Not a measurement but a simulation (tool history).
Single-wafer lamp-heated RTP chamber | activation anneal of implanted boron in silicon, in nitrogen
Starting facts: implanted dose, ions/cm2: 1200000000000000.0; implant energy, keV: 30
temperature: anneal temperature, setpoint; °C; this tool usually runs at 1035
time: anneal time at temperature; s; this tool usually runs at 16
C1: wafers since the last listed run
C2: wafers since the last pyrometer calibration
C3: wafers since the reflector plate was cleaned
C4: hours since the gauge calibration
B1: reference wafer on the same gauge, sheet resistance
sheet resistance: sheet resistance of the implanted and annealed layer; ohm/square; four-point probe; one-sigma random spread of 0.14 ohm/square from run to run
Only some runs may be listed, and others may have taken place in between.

{"run": 1, "hour": 0.0, "temperature": 1035, "time": 16, "C1": 0, "C2": 1711, "C3": 253, "C4": 101.0, "B1": 86.92, "sheet resistance": 94.94}
{"run": 2, "hour": 46.6, "temperature": 1035, "time": 16, "C1": 657, "C2": 2369, "C3": 911, "C4": 147.6, "B1": 86.91, "sheet resistance": 94.41}
{"hour": 84.2, "done": "pyrometer window cleaned and pyrometer calibrated"}
{"run": 3, "hour": 84.7, "temperature": 1035, "time": 16, "C1": 424, "C2": 6, "C3": 1336, "C4": 185.7, "B1": 86.97, "sheet resistance": 94.84}
{"run": 4, "hour": 117.7, "temperature": 1035, "time": 16, "C1": 465, "C2": 472, "C3": 1802, "C4": 218.7, "B1": 86.87, "sheet resistance": 94.93}
{"run": 5, "hour": 184.9, "temperature": 1035, "time": 16, "C1": 948, "C2": 1420, "C3": 2750, "C4": 285.9, "B1": 86.81, "sheet resistance": 94.36}
{"hour": 233.7, "done": "reflector plate cleaned"}
{"run": 6, "hour": 254.5, "temperature": 1035, "time": 16, "C1": 869, "C2": 2290, "C3": 294, "C4": 355.5, "B1": 86.86, "sheet resistance": 94.56}
{"run": 7, "hour": 282.4, "temperature": 1035, "time": 14, "C1": 393, "C2": 2683, "C3": 687, "C4": 383.4, "B1": 86.91, "sheet resistance": 94.65}
{"hour": 321.9, "done": "pyrometer window cleaned and pyrometer calibrated"}
{"run": 8, "hour": 322.4, "temperature": 1016, "time": 19, "C1": 451, "C2": 7, "C3": 1139, "C4": 423.4, "B1": 86.88, "sheet resistance": 96.36}
{"run": 9, "hour": 384.5, "temperature": 1016, "time": 19, "C1": 876, "C2": 884, "C3": 2015, "C4": 485.5, "B1": 86.92, "sheet resistance": 96.16}
{"run": 10, "hour": 450.5, "temperature": 1016, "time": 19, "C1": 931, "C2": 1815, "C3": 2947, "C4": 551.5, "B1": 86.97, "sheet resistance": 95.67}
{"hour": 469.8, "done": "reflector plate cleaned"}
{"run": 11, "hour": 488.3, "temperature": 1009, "time": 11, "C1": 420, "C2": 2236, "C3": 261, "C4": 589.3, "B1": 86.87, "sheet resistance": 97.17}

Run 12 is up next; what results do you expect?
{"hour": 504.9, "done": "pyrometer window cleaned and pyrometer calibrated"}
{"run": 12, "hour": 551.0, "temperature": 1014, "time": 7, "C1": 771, "C2": 650, "C3": 1033, "C4": 652.0, "B1": "?", "sheet resistance": "?"}

For run 12 the tool returned B1 86.94, sheet resistance 97.99 ohm/square.
With the hidden condition absent and the run-to-run variation left alone, this run would have shown sheet resistance 99.01 ohm/square.
